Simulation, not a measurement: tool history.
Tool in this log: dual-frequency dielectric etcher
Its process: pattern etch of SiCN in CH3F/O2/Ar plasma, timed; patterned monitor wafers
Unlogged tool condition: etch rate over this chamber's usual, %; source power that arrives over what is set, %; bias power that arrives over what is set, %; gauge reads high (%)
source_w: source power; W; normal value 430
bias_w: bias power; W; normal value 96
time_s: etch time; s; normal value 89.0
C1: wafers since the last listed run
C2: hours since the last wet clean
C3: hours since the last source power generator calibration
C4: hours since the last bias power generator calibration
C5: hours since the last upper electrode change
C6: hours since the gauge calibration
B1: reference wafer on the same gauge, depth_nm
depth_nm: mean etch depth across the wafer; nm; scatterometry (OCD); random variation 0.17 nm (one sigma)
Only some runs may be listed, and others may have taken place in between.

Run 1, day 0.000: usual settings; C1 0; C2 382.5; C3 2070.8; C4 5221.6; C5 3681.2; C6 27.3; B1 44.10. Result: depth_nm 36.87 nm.
Run 2, day 0.533: usual settings; C1 165; C2 395.3; C3 2083.6; C4 5234.4; C5 3694.0; C6 40.1; B1 44.09. Result: depth_nm 36.68 nm.
Run 3, day 0.917: usual settings; C1 119; C2 404.5; C3 2092.8; C4 5243.6; C5 3703.2; C6 49.3; B1 44.04. Result: depth_nm 36.65 nm.
Run 4, day 1.612: usual settings but bias_w 115 W, time_s 71.5 s; C1 216; C2 421.2; C3 2109.5; C4 5260.3; C5 3719.9; C6 66.0; B1 44.12. Result: depth_nm 31.52 nm.
Run 5, day 2.246: usual settings but bias_w 115 W, time_s 71.5 s; C1 196; C2 436.4; C3 2124.7; C4 5275.5; C5 3735.1; C6 81.2; B1 44.04. Result: depth_nm 31.40 nm.
Run 6, day 2.717: usual settings but bias_w 115 W, time_s 71.5 s; C1 146; C2 447.7; C3 2136.0; C4 5286.8; C5 3746.4; C6 92.5; B1 44.03. Result: depth_nm 31.61 nm.
Run 7, day 3.171: usual settings but source_w 380 W; C1 141; C2 458.6; C3 2146.9; C4 5297.7; C5 3757.3; C6 103.4; B1 44.06. Result: depth_nm 34.00 nm.
At day 3.575: gauge calibrated.
At day 3.596: source power generator calibrated.
At day 3.804: bias power generator calibrated.
At day 4.308: wet clean of the chamber.
Run 8, day 4.329: usual settings; C1 100; C2 0.5; C3 17.6; C4 12.6; C5 3785.1; C6 18.1; B1 44.11. Result: depth_nm 38.66 nm.
Run 9, day 4.342: usual settings but source_w 520 W, bias_w 115 W; C1 3; C2 0.8; C3 17.9; C4 12.9; C5 3785.4; C6 18.4; B1 44.03. Result: depth_nm 45.69 nm.
Run 10, day 4.471: usual settings but bias_w 77 W, time_s 73.5 s; C1 40; C2 3.9; C3 21.0; C4 16.0; C5 3788.5; C6 21.5; B1 44.16. Result: depth_nm 29.34 nm.
At day 5.962: upper electrode replaced, of another model than before.
Run 11, day 5.983: usual settings; C1 159; C2 40.2; C3 57.3; C4 52.3; C5 0.5; C6 57.8; B1 44.15. Result: depth_nm 38.69 nm.
Run 12, day 6.000: usual settings but bias_w 87 W, time_s 107.0 s; C1 5; C2 40.6; C3 57.7; C4 52.7; C5 0.9; C6 58.2; B1 44.14. Result: depth_nm 45.45 nm.
Run 13, day 7.021: usual settings but bias_w 108 W, time_s 78.0 s; C1 317; C2 65.1; C3 82.2; C4 77.2; C5 25.4; C6 82.7; B1 44.14. Result: depth_nm 34.71 nm.
Run 14, day 7.288: usual settings; C1 82; C2 71.5; C3 88.6; C4 83.6; C5 31.8; C6 89.1; B1 44.14. Result: depth_nm 38.35 nm.
Run 15, day 7.588: usual settings but source_w 480 W, bias_w 109 W, time_s 78.0 s; C1 93; C2 78.7; C3 95.8; C4 90.8; C5 39.0; C6 96.3; B1 44.06. Result: depth_nm 37.95 nm.
At day 7.671: gauge calibrated.
Run 16, day 8.029: usual settings but source_w 530 W, bias_w 119 W, time_s 102.5 s; C1 137; C2 89.3; C3 106.4; C4 101.4; C5 49.6; C6 8.6; B1 44.17. Result: depth_nm 54.71 nm.

How would selected steps in depth_nm from run to run divide? Give the signed amount a tool lacking its hidden state would still show from settings, what came in and random variation, and the signed amount left for the hidden state, including any gauge scatter that is not in both of the compared results.
Run 7 -> 8: source_w 380 -> 430, gauge calibrated, source power generator calibrated, bias power generator calibrated, wet clean of the chamber. depth_nm +4.66 nm: hidden state +2.14, all else +2.52.
Run 15 -> 16: source_w 480 -> 530, bias_w 109 -> 119, time_s 78.0 -> 102.5, gauge calibrated. depth_nm +16.76 nm: hidden state -0.12, all else +16.88.
